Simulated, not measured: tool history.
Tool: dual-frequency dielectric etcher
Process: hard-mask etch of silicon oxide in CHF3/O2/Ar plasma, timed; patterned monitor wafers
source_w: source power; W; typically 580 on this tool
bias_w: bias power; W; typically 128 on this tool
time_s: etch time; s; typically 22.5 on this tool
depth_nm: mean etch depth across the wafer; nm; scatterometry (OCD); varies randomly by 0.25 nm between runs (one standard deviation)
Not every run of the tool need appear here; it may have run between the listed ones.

run    hour  source_w  bias_w  time_s  wafers since the last listed run  hours since the last wet clean  hours since the last source power generator calibration  hours since the last bias power generator calibration  hours since the last upper electrode change  hours since the gauge calibration  read-back reference wafer on the same gauge, depth_nm  depth_nm
  1     0.0       580     128    22.5                                 0                            30.4                                                   4569.8                                                 1817.7                                       3115.2                              153.3                                                  46.39     45.53
  2    53.3       580     128    22.5                               847                            83.7                                                   4623.1                                                 1871.0                                       3168.5                              206.6                                                  46.33     45.67
  3    91.1       580     128    25.5                               601                           121.5                                                   4660.9                                                 1908.8                                       3206.3                              244.4                                                  46.43     51.53
  4   154.1       580     128    25.5                              1002                           184.5                                                   4723.9                                                 1971.8                                       3269.3                              307.4                                                  46.26     51.92
  5   181.9       580     128    22.5                               442                           212.3                                                   4751.7                                                 1999.6                                       3297.1                              335.2                                                  46.37     46.05
  6   240.4       580     128    26.0                               930                           270.8                                                   4810.2                                                 2058.1                                       3355.6                              393.7                                                  46.46     53.22
  7   289.5       490     128    22.5                               780                           319.9                                                   4859.3                                                 2107.2                                       3404.7                              442.8                                                  46.45     41.40
      310.3  -- source power generator calibrated
  8   339.5       490     128    22.5                               731                           369.9                                                     29.2                                                 2157.2                                       3454.7                              492.8                                                  46.39     41.23
      366.4  -- bias power generator calibrated
  9   408.2       660     138    27.5                              1029                           438.6                                                     97.9                                                   41.8                                       3523.4                              561.5                                                  46.31     62.80
      483.3  -- wet clean of the chamber
 10   483.8       500     128    22.5                               820                             0.5                                                    173.5                                                  117.4                                       3599.0                              637.1                                                  46.41     41.37
 11   540.2       700     115    19.5                               897                            56.9                                                    229.9                                                  173.8                                       3655.4                              693.5                                                  46.45     42.78
 12   587.1       580     128    16.0                               745                           103.8                                                    276.8                                                  220.7                                       3702.3                              740.4                                                  46.40     32.75
 13   623.6       580     156    22.5                               580                           140.3                                                    313.3                                                  257.2                                       3738.8                              776.9                                                  46.48     48.62
 14   652.3       580     128    22.5                               456                           169.0                                                    342.0                                                  285.9                                       3767.5                              805.6                                                  46.36     46.08
 15   679.6       540     144    17.0                               434                           196.3                                                    369.3                                                  313.2                                       3794.8                              832.9                                                  46.33     34.78
 16   721.3       450     140    18.0                               663                           238.0                                                    411.0                                                  354.9                                       3836.5                              874.6                                                  46.48     32.21
 17   780.5       580     145    22.5                               941                           297.2                                                    470.2                                                  414.1                                       3895.7                              933.8                                                  46.37     48.19
 18   845.5       650     128    24.5                              1033                           362.2                                                    535.2                                                  479.1                                       3960.7                              998.8                                                  46.45     54.00
      894.2  -- upper electrode replaced
      925.2  -- wet clean of the chamber
 19   925.7       440     128    22.5                               512                             0.5                                                    615.4                                                  559.3                                         31.5                             1079.0                                                  46.44     37.60
 20   961.6       490     140    19.5                               571                            36.4                                                    651.3                                                  595.2                                         67.4                             1114.9                                                  46.42     36.45
 21  1114.9       580     128    22.5                              2438                           189.7                                                    804.6                                                  748.5                                        220.7                             1268.2                                                  46.41     45.75
 22  1151.4       630     150    16.5                               580                           226.2                                                    841.1                                                  785.0                                        257.2                             1304.7                                                  46.38     37.10
 23  1204.9       580     141    22.5                               850                           279.7                                                    894.6                                                  838.5                                        310.7                             1358.2                                                  46.48     47.64
 24  1247.6       580     128    22.5                               679                           322.4                                                    937.3                                                  881.2                                        353.4                             1400.9                                                  46.40     46.33
 25  1286.3       580     128    22.5                               615                           361.1                                                    976.0                                                  919.9                                        392.1                             1439.6                                                  46.41     46.74
 26  1351.3       690     100    18.0                              1033                           426.1                                                   1041.0                                                  984.9                                        457.1                             1504.6                                                  46.43     38.06
     1376.7  -- wet clean of the chamber
 27  1401.4       580     128    22.5                               415                            24.7                                                   1091.1                                                 1035.0                                        507.2                             1554.7                                                  46.39     45.58
 28  1438.3       630     113    16.0                               586                            61.6                                                   1128.0                                                 1071.9                                        544.1                             1591.6                                                  46.34     32.64
 29  1470.8       530     148    22.5                               516                            94.1                                                   1160.5                                                 1104.4                                        576.6                             1624.1                                                  46.31     45.56
 30  1542.7       450     128    22.5                              1143                           166.0                                                   1232.4                                                 1176.3                                        648.5                             1696.0                                                  46.49     38.65

Below, some changes in depth_nm between adjacent runs. For each, the amount present without the hidden state too (settings, incoming material, random variation) and the amount remaining for the hidden state with gauge scatter not shared by both compared results:
The hidden state here: etch rate over this chamber's usual, %; source power that arrives over what is set, %; bias power that arrives over what is set, %; gauge reads high (%).
Run 8 -> 9: source_w 490 -> 660, bias_w 128 -> 138, time_s 22.5 -> 27.5, bias power generator calibrated. depth_nm +21.57 nm: hidden state +0.50, all else +21.07.
Run 9 -> 10: source_w 660 -> 500, bias_w 138 -> 128, time_s 27.5 -> 22.5, wet clean of the chamber. depth_nm -21.43 nm: hidden state -0.96, all else -20.47.
Run 18 -> 19: source_w 650 -> 440, time_s 24.5 -> 22.5, upper electrode replaced, wet clean of the chamber. depth_nm -16.40 nm: hidden state -1.10, all else -15.30.
Run 26 -> 27: source_w 690 -> 580, bias_w 100 -> 128, time_s 18.0 -> 22.5, wet clean of the chamber. depth_nm +7.52 nm: hidden state -0.71, all else +8.23.
